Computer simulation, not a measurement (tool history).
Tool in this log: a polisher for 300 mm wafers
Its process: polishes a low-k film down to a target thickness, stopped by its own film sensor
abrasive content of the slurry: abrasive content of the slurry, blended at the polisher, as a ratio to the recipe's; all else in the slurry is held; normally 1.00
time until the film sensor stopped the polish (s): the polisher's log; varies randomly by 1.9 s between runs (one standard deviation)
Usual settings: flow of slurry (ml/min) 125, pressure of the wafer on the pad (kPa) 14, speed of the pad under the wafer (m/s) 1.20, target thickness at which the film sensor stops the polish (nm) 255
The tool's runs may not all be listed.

run,hour,flow of slurry (ml/min),pressure of the wafer on the pad (kPa),speed of the pad under the wafer (m/s),abrasive content of the slurry,target thickness at which the film sensor stops the polish (nm),wafers since the last listed run,wafers polished on this pad,hours since the slurry nozzle was cleaned,hours since the head pressure was calibrated,hours since the slurry blender was calibrated,hours since the conditioning disc was replaced,"incoming thickness of the incoming film, nm",time until the film sensor stopped the polish (s)
1,0.0,125,14,1.20,1.00,255,0,681,201.8,140.3,193.2,278.6,321.0,149.3
2,27.6,125,14,1.20,1.00,255,195,877,229.4,167.9,220.8,306.2,319.8,151.1
# hour 50.3: slurry blender recalibrated
# hour 97.0: slurry nozzle cleaned
3,98.2,125,14,1.20,1.00,255,478,1355,1.2,238.5,47.9,376.8,323.7,154.5
4,122.9,125,14,1.20,1.00,255,174,1530,25.9,263.2,72.6,401.5,315.2,132.4
# hour 132.4: conditioning disc replaced and pad reconditioned
# hour 174.5: worn pad replaced by a new one
5,194.6,125,14,1.20,1.00,255,464,141,97.6,334.9,144.3,62.2,322.3,147.0
6,250.0,125,14,1.20,1.00,255,392,533,153.0,390.3,199.7,117.6,318.6,135.4
# hour 271.7: slurry blender recalibrated
7,285.8,125,14,1.20,1.05,255,239,773,188.8,426.1,14.1,153.4,321.3,139.0
# hour 304.2: head pressure recalibrated
8,356.8,125,14,1.20,1.00,255,488,1261,259.8,52.6,85.1,224.4,326.5,194.6
# hour 396.1: slurry nozzle cleaned
9,417.8,125,14,1.46,1.00,255,424,1686,21.7,113.6,146.1,285.4,321.2,149.2
# hour 439.4: worn pad replaced by a new one
10,464.4,125,14,1.46,1.00,255,301,177,68.3,160.2,192.7,332.0,318.7,140.3
# hour 504.3: conditioning disc replaced and pad reconditioned
11,520.1,125,14,1.46,1.00,255,380,557,124.0,215.9,248.4,15.8,314.9,130.2
# hour 552.8: slurry blender recalibrated
# hour 566.3: head pressure recalibrated, repeated, since the last time left the tool worse
12,585.8,125,14,1.20,1.00,269,436,993,189.7,19.5,33.0,81.5,323.7,124.0

Run 13 comes next. What will it give?
13,654.0,125,14,1.46,1.00,255,482,1476,257.9,87.7,101.2,149.7,313.7,?

Run 13 measured time until the film sensor stopped the polish (s) 112.3.
Without the tool's hidden state the same run would have given time until the film sensor stopped the polish (s) 115.2.
